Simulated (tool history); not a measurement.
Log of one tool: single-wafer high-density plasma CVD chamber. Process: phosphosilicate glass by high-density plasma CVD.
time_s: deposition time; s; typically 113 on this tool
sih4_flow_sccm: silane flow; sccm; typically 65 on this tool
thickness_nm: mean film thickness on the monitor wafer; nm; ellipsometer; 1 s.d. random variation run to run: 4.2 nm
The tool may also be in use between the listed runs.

run	hour	time_s	sih4_flow_sccm	read-back reference wafer on the same gauge, thickness_nm	thickness_nm
1	0.0	113	58	856.081	674.709
2	30.9	113	58	854.124	663.070
3	93.1	113	58	853.711	674.802
4	151.2	113	73	854.586	762.822
5	222.2	113	65	854.038	716.103
6	273.9	108	65	854.798	688.535
7	401.4	108	65	856.318	676.938
8	460.7	108	65	854.966	681.938
9	530.5	113	65	853.892	702.814
10	580.9	113	65	854.864	722.757
11	634.3	113	65	856.592	710.072
12	677.2	124	56	855.084	717.623
13	715.0	124	56	853.650	718.463
14	750.8	103	62	856.814	631.023
15	814.2	103	62	855.130	634.930
16	840.1	103	62	854.975	629.680
17	901.9	113	65	854.913	710.487
18	944.7	113	65	854.860	703.312
19	1009.6	113	65	855.863	709.556
20	1067.7	113	65	854.314	709.033
21	1122.9	113	60	854.421	679.391
22	1188.9	91	53	855.306	506.186
23	1219.6	120	78	856.022	836.145
24	1265.5	113	65	855.360	712.407
25	1329.9	113	57	853.993	674.151
26	1383.7	101	65	854.311	652.985
27	1452.2	94	76	855.093	665.968
28	1523.7	113	69	855.356	751.567
29	1594.8	113	65	854.877	722.155
30	1651.8	113	65	854.577	723.858
31	1696.0	103	77	855.281	719.472
32	1759.4	98	60	854.227	596.161
33	1783.8	113	65	854.653	718.523
34	1831.0	113	65	854.224	715.229
35	1881.7	102	73	855.164	694.007
36	1917.9	113	65	854.762	713.916
37	1978.3	107	53	855.372	597.734
38	2031.6	103	76	855.472	715.808
39	2063.7	113	65	857.061	713.228
40	2116.7	113	65	855.886	717.110

The log once held 2 entries between its listed runs, left out of this copy. Where does each go, and what is different about the tool's unlogged condition between the listed run before it and the listed run after it?
Between runs 11 and 12: gauge calibrated (hour 676.7)
  delivered silane flow above the setpoint (%): -3.95 -> -3.99
  measured value less the no-hidden-state value, thickness_nm: -17.231 -> -17.623 nm
Between runs 24 and 25: silane flow controller replaced (hour 1329.4)
  delivered silane flow above the setpoint (%): -4.41 -> -0.188
  measured value less the no-hidden-state value, thickness_nm: -19.371 -> -0.761 nm
